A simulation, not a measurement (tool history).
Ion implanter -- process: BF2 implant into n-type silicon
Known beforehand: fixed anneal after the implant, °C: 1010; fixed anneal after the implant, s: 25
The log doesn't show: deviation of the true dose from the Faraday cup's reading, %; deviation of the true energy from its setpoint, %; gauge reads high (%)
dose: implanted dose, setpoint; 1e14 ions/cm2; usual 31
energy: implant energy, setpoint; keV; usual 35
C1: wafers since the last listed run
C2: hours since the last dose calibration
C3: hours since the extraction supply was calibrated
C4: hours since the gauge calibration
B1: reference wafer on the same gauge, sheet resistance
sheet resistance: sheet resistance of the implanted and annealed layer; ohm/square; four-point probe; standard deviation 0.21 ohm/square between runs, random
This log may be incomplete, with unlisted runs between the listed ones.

Run 1, hour 0: usual settings but dose 33.22 1e14 ions/cm2, energy 26 keV; C1 0; C2 56.2; C3 4953.8; C4 1732.8; B1 116. Result: sheet resistance 127.99 ohm/square.
Run 2, hour 68: usual settings; C1 1095; C2 124.2; C3 5021.8; C4 1800.8; B1 116.04. Result: sheet resistance 111.97 ohm/square.
Run 3, hour 97.1: usual settings; C1 468; C2 153.3; C3 5050.9; C4 1829.9; B1 115.97. Result: sheet resistance 111.97 ohm/square.
Run 4, hour 168.7: usual settings; C1 1153; C2 224.9; C3 5122.5; C4 1901.5; B1 116.02. Result: sheet resistance 112.14 ohm/square.
Run 5, hour 210.2: usual settings but dose 23.75 1e14 ions/cm2, energy 41 keV; C1 668; C2 266.4; C3 5164; C4 1943; B1 116.04. Result: sheet resistance 105.13 ohm/square.
Run 6, hour 247.4: usual settings but dose 23.75 1e14 ions/cm2, energy 41 keV; C1 599; C2 303.6; C3 5201.2; C4 1980.2; B1 116. Result: sheet resistance 105.39 ohm/square.
Run 7, hour 281.4: usual settings; C1 547; C2 337.6; C3 5235.2; C4 2014.2; B1 116.03. Result: sheet resistance 112.01 ohm/square.
Run 8, hour 331.3: usual settings but energy 31.5 keV; C1 803; C2 387.5; C3 5285.1; C4 2064.1; B1 116.04. Result: sheet resistance 117.51 ohm/square.
Run 9, hour 378.3: usual settings but energy 31.5 keV; C1 757; C2 434.5; C3 5332.1; C4 2111.1; B1 116.01. Result: sheet resistance 118.46 ohm/square.
Run 10, hour 410.5: usual settings but energy 31.5 keV; C1 518; C2 466.7; C3 5364.3; C4 2143.3; B1 116.02. Result: sheet resistance 117.83 ohm/square.
Run 11, hour 449.4: usual settings but energy 29 keV; C1 626; C2 505.6; C3 5403.2; C4 2182.2; B1 115.97. Result: sheet resistance 122.75 ohm/square.
Run 12, hour 518.4: usual settings but energy 29 keV; C1 1111; C2 574.6; C3 5472.2; C4 2251.2; B1 116.02. Result: sheet resistance 122.56 ohm/square.
Run 13, hour 552.5: usual settings but energy 29 keV; C1 549; C2 608.7; C3 5506.3; C4 2285.3; B1 116.02. Result: sheet resistance 123.01 ohm/square.
At hour 572.6: extraction supply calibrated.
Run 14, hour 581.4: usual settings but dose 33.81 1e14 ions/cm2, energy 25.5 keV; C1 336; C2 637.6; C3 8.8; C4 2314.2; B1 116.03. Result: sheet resistance 126.65 ohm/square.
At hour 589.6: gauge calibrated.
Run 15, hour 625.7: usual settings but dose 23.85 1e14 ions/cm2; C1 713; C2 681.9; C3 53.1; C4 36.1; B1 116.04. Result: sheet resistance 111.72 ohm/square.
Run 16, hour 675.7: usual settings but dose 26.22 1e14 ions/cm2, energy 44.5 keV; C1 805; C2 731.9; C3 103.1; C4 86.1; B1 116.04. Result: sheet resistance 98.12 ohm/square.
Run 17, hour 737.2: usual settings; C1 990; C2 793.4; C3 164.6; C4 147.6; B1 115.99. Result: sheet resistance 110.02 ohm/square.
Run 18, hour 801.5: usual settings but dose 23.24 1e14 ions/cm2, energy 42 keV; C1 1035; C2 857.7; C3 228.9; C4 211.9; B1 116. Result: sheet resistance 102.07 ohm/square.
Run 19, hour 843.2: usual settings but energy 30 keV; C1 671; C2 899.4; C3 270.6; C4 253.6; B1 116.04. Result: sheet resistance 118.52 ohm/square.
Run 20, hour 867.6: usual settings but energy 26.5 keV; C1 393; C2 923.8; C3 295; C4 278; B1 115.99. Result: sheet resistance 125.48 ohm/square.
Run 21, hour 901.9: usual settings; C1 552; C2 958.1; C3 329.3; C4 312.3; B1 116. Result: sheet resistance 109.5 ohm/square.
Run 22, hour 944.2: usual settings but dose 23.17 1e14 ions/cm2, energy 41.5 keV; C1 681; C2 1000.4; C3 371.6; C4 354.6; B1 116. Result: sheet resistance 102.61 ohm/square.
Run 23, hour 971.1: usual settings but dose 35.34 1e14 ions/cm2, energy 30 keV; C1 433; C2 1027.3; C3 398.5; C4 381.5; B1 116.03. Result: sheet resistance 117.45 ohm/square.
At hour 1021: Faraday cup replaced and dose calibrated.
Run 24, hour 1027.1: usual settings but dose 38.78 1e14 ions/cm2, energy 42 keV; C1 773; C2 6.1; C3 454.5; C4 437.5; B1 116.04. Result: sheet resistance 98.08 ohm/square.
Run 25, hour 1057: usual settings but energy 42 keV; C1 481; C2 36; C3 484.4; C4 467.4; B1 115.98. Result: sheet resistance 99.8 ohm/square.
Run 26, hour 1110.3: usual settings but dose 36.59 1e14 ions/cm2, energy 40 keV; C1 858; C2 89.3; C3 537.7; C4 520.7; B1 116.02. Result: sheet resistance 100.98 ohm/square.
Run 27, hour 1181.7: usual settings; C1 1150; C2 160.7; C3 609.1; C4 592.1; B1 116.03. Result: sheet resistance 109.57 ohm/square.
Run 28, hour 1231.7: usual settings but dose 36.96 1e14 ions/cm2, energy 27.5 keV; C1 805; C2 210.7; C3 659.1; C4 642.1; B1 115.98. Result: sheet resistance 121.74 ohm/square.
Run 29, hour 1303.5: usual settings; C1 1156; C2 282.5; C3 730.9; C4 713.9; B1 116.05. Result: sheet resistance 109.95 ohm/square.
Run 30, hour 1344.7: usual settings but dose 22.52 1e14 ions/cm2; C1 663; C2 323.7; C3 772.1; C4 755.1; B1 116. Result: sheet resistance 112.36 ohm/square.
Run 31, hour 1407.9: usual settings; C1 1018; C2 386.9; C3 835.3; C4 818.3; B1 116.04. Result: sheet resistance 109.97 ohm/square.
Run 32, hour 1473.2: usual settings but energy 39.5 keV; C1 1052; C2 452.2; C3 900.6; C4 883.6; B1 115.98. Result: sheet resistance 103.2 ohm/square.
Run 33, hour 1551.3: usual settings but dose 22.5 1e14 ions/cm2, energy 47 keV; C1 1258; C2 530.3; C3 978.7; C4 961.7; B1 115.98. Result: sheet resistance 96.88 ohm/square.
Run 34, hour 1650.1: usual settings but dose 21.81 1e14 ions/cm2, energy 29 keV; C1 1591; C2 629.1; C3 1077.5; C4 1060.5; B1 115.97. Result: sheet resistance 122.71 ohm/square.
Run 35, hour 1696.7: usual settings but dose 25.72 1e14 ions/cm2, energy 31.5 keV; C1 750; C2 675.7; C3 1124.1; C4 1107.1; B1 115.98. Result: sheet resistance 117.09 ohm/square.
Run 36, hour 1728.2: usual settings but dose 35.88 1e14 ions/cm2; C1 507; C2 707.2; C3 1155.6; C4 1138.6; B1 116.04. Result: sheet resistance 108.52 ohm/square.
Run 37, hour 1787.2: usual settings but dose 34.87 1e14 ions/cm2, energy 31 keV; C1 950; C2 766.2; C3 1214.6; C4 1197.6; B1 116.01. Result: sheet resistance 115.67 ohm/square.

For some of the steps in sheet resistance from one run to the next: how much would appear even if the tool had no hidden state, given the settings, what came in and random variation, and how much remains for the hidden state plus any gauge scatter that the measured result and the result without hidden state don't share?
Run 3 -> 4: nothing adjusted, nothing logged. sheet resistance +0.17 ohm/square: hidden state +0.07, all else +0.1.
Run 6 -> 7: dose 23.75 -> 31, energy 41 -> 35. sheet resistance +6.62 ohm/square: hidden state +0.12, all else +6.5.
Run 13 -> 14: dose 31 -> 33.81, energy 29 -> 25.5, extraction supply calibrated. sheet resistance +3.64 ohm/square: hidden state -2.59, all else +6.23.
Run 18 -> 19: dose 23.24 -> 31, energy 42 -> 30. sheet resistance +16.45 ohm/square: hidden state -0.02, all else +16.47.
Run 23 -> 24: dose 35.34 -> 38.78, energy 30 -> 42, Faraday cup replaced and dose calibrated. sheet resistance -19.37 ohm/square: hidden state +0.01, all else -19.38.
Run 33 -> 34: dose 22.5 -> 21.81, energy 47 -> 29. sheet resistance +25.83 ohm/square: hidden state +0.01, all else +25.82.
